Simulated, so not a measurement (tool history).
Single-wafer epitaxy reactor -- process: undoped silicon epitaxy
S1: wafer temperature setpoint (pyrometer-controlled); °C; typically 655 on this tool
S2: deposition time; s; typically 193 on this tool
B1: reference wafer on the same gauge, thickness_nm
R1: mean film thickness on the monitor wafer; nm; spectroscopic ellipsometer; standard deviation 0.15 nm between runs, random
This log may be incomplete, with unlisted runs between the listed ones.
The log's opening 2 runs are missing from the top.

Run 3, hour 143.7: usual settings; B1 32.083. Result: R1 37.109 nm.
At hour 152.5: pyrometer calibrated.
Run 4, hour 246.7: usual settings; B1 32.051. Result: R1 36.721 nm.
Run 5, hour 329.3: usual settings; B1 32.084. Result: R1 37.119 nm.
Run 6, hour 367.8: usual settings; B1 32.109. Result: R1 36.802 nm.
Run 7, hour 440.8: usual settings; B1 32.123. Result: R1 36.768 nm.
Run 8, hour 562.1: usual settings; B1 32.086. Result: R1 36.912 nm.
Run 9, hour 645.2: usual settings; B1 32.133. Result: R1 36.943 nm.
Run 10, hour 733.6: usual settings; B1 32.105. Result: R1 36.947 nm.
Run 11, hour 772.1: usual settings; B1 32.143. Result: R1 36.843 nm.
Run 12, hour 866.6: usual settings; B1 32.101. Result: R1 37.14 nm.
Run 13, hour 917.2: usual settings; B1 32.126. Result: R1 36.963 nm.
Run 14, hour 998.2: usual settings; B1 32.141. Result: R1 36.989 nm.
Run 15, hour 1065.4: usual settings but S1 660 °C; B1 32.092. Result: R1 41.277 nm.
Run 16, hour 1116.5: usual settings but S1 660 °C; B1 32.13. Result: R1 41.139 nm.
Run 17, hour 1207.4: usual settings but S1 660 °C; B1 32.095. Result: R1 41.19 nm.
Run 18, hour 1253.4: usual settings but S1 661 °C, S2 164 s; B1 32.084. Result: R1 35.854 nm.
At hour 1306.1: pyrometer calibrated.
Run 19, hour 1360.1: usual settings but S1 661 °C, S2 164 s; B1 32.109. Result: R1 35.767 nm.
Run 20, hour 1429.5: usual settings but S1 661 °C, S2 164 s; B1 32.143. Result: R1 35.89 nm.
Run 21, hour 1478.9: usual settings but S1 641 °C, S2 160 s; B1 32.046. Result: R1 22.504 nm.
Run 22, hour 1575.7: usual settings but S1 647 °C, S2 177 s; B1 32.063. Result: R1 28.349 nm.
Run 23, hour 1635: usual settings but S1 648 °C, S2 228 s; B1 32.14. Result: R1 37.264 nm.
Run 24, hour 1697.7: usual settings but S1 641 °C, S2 158 s; B1 32.046. Result: R1 22.233 nm.
Run 25, hour 1788.8: usual settings but S1 640 °C, S2 214 s; B1 32.119. Result: R1 29.165 nm.
Run 26, hour 2005.4: usual settings but S1 649 °C, S2 212 s; B1 32.13. Result: R1 35.533 nm.

The next listed run, before its measurement:
Run 27, hour 2041.6: usual settings but S1 651 °C; B1 ?. Result: R1 ?.

B1: 32.134
R1: 34.014 nm
With the hidden condition absent and the run-to-run variation left alone, this run would have shown R1 34.014 nm.
